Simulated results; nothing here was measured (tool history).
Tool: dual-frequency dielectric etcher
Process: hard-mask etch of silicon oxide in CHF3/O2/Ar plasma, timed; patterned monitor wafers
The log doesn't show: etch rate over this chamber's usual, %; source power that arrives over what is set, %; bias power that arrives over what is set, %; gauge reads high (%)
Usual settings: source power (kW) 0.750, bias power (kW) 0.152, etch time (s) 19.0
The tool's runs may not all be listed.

run	hour	source power (kW)	bias power (kW)	etch time (s)	wafers since the last listed run	hours since the last wet clean	hours since the last source power generator calibration	hours since the last bias power generator calibration	hours since the last upper electrode change	hours since the gauge calibration	read-back reference wafer on the same gauge, depth_nm	mean etch depth across the wafer (nm)
1	0.0	0.750	0.152	19.0	0	255.9	2110.4	1190.0	4258.6	1005.8	34.82	40.53
2	64.6	0.800	0.152	19.0	672	320.5	2175.0	1254.6	4323.2	1070.4	34.80	41.98
3	90.1	0.800	0.152	19.0	265	346.0	2200.5	1280.1	4348.7	1095.9	34.81	41.91
4	155.2	0.800	0.152	19.0	677	411.1	2265.6	1345.2	4413.8	1161.0	34.82	41.70
# hour 210.9: wet clean of the chamber
5	211.4	0.600	0.152	19.0	334	0.5	2321.8	1401.4	4470.0	1217.2	34.80	35.75
6	242.6	0.600	0.152	19.0	324	31.7	2353.0	1432.6	4501.2	1248.4	34.80	35.78
7	276.9	0.600	0.152	19.0	356	66.0	2387.3	1466.9	4535.5	1282.7	34.79	35.70
8	440.0	0.750	0.152	19.0	1696	229.1	2550.4	1630.0	4698.6	1445.8	34.80	40.37
9	552.6	0.750	0.152	19.0	1171	341.7	2663.0	1742.6	4811.2	1558.4	34.80	40.46
10	587.4	0.750	0.152	15.5	362	376.5	2697.8	1777.4	4846.0	1593.2	34.81	33.20
11	648.4	0.650	0.127	15.0	634	437.5	2758.8	1838.4	4907.0	1654.2	34.79	27.20
# hour 688.2: wet clean of the chamber
12	688.7	0.750	0.152	19.0	169	0.5	2799.1	1878.7	4947.3	1694.5	34.79	40.51
13	710.3	0.750	0.152	19.0	224	22.1	2820.7	1900.3	4968.9	1716.1	34.83	40.54
# hour 821.5: upper electrode replaced
14	878.1	0.750	0.152	19.0	1496	189.9	2988.5	2068.1	56.6	1883.9	34.80	40.28
15	920.3	0.750	0.152	19.0	439	232.1	3030.7	2110.3	98.8	1926.1	34.79	40.54
16	965.6	0.630	0.130	14.0	471	277.4	3076.0	2155.6	144.1	1971.4	34.77	25.19
17	1005.5	0.620	0.116	22.0	415	317.3	3115.9	2195.5	184.0	2011.3	34.80	37.11
18	1052.4	0.690	0.133	14.5	487	364.2	3162.8	2242.4	230.9	2058.2	34.79	27.97
19	1120.4	0.750	0.152	16.5	707	432.2	3230.8	2310.4	298.9	2126.2	34.81	35.45
# hour 1184.2: wet clean of the chamber
20	1184.7	0.680	0.129	15.5	419	0.5	3295.1	2374.7	363.2	2190.5	34.80	29.14
# hour 1240.7: gauge calibrated
# hour 1258.9: source power generator calibrated
# hour 1334.9: bias power generator calibrated
21	1389.1	0.660	0.117	17.0	2043	204.9	130.2	54.2	567.6	148.4	34.79	29.40
22	1450.7	0.750	0.125	21.0	640	266.5	191.8	115.8	629.2	210.0	34.80	40.31
23	1518.3	0.840	0.168	24.0	703	334.1	259.4	183.4	696.8	277.6	34.79	55.99
24	1546.2	0.810	0.176	19.0	290	362.0	287.3	211.3	724.7	305.5	34.83	44.57
25	1617.2	0.620	0.189	22.0	738	433.0	358.3	282.3	795.7	376.5	34.78	46.00
# hour 1671.6: wet clean of the chamber
26	1682.8	0.750	0.152	19.0	432	11.2	423.9	347.9	861.3	442.1	34.79	40.18
27	1729.2	0.750	0.152	19.0	482	57.6	470.3	394.3	907.7	488.5	34.78	39.84
28	1756.5	0.750	0.152	19.0	284	84.9	497.6	421.6	935.0	515.8	34.80	40.33
29	1810.0	0.750	0.152	19.0	556	138.4	551.1	475.1	988.5	569.3	34.81	40.04
30	1854.3	0.880	0.152	21.5	460	182.7	595.4	519.4	1032.8	613.6	34.81	49.26

Forecast each of these 4 alternatives for the next run:
A	1854.7	0.750	0.152	19.0	4	183.1	595.8	519.8	1033.2	614.0	?	?
B	1854.7	0.840	0.152	24.0	4	183.1	595.8	519.8	1033.2	614.0	?	?
C	1854.7	0.750	0.152	24.0	4	183.1	595.8	519.8	1033.2	614.0	?	?
D	1854.7	0.750	0.136	19.0	4	183.1	595.8	519.8	1033.2	614.0	?	?

run	read-back reference wafer on the same gauge, depth_nm	mean etch depth across the wafer (nm)
A	34.79	40.16
B	34.79	53.83
C	34.79	50.73
D	34.79	38.15
Without the tool's hidden state the same runs would have given:
run	mean etch depth across the wafer (nm)
A	39.68
B	53.19
C	50.12
D	37.71
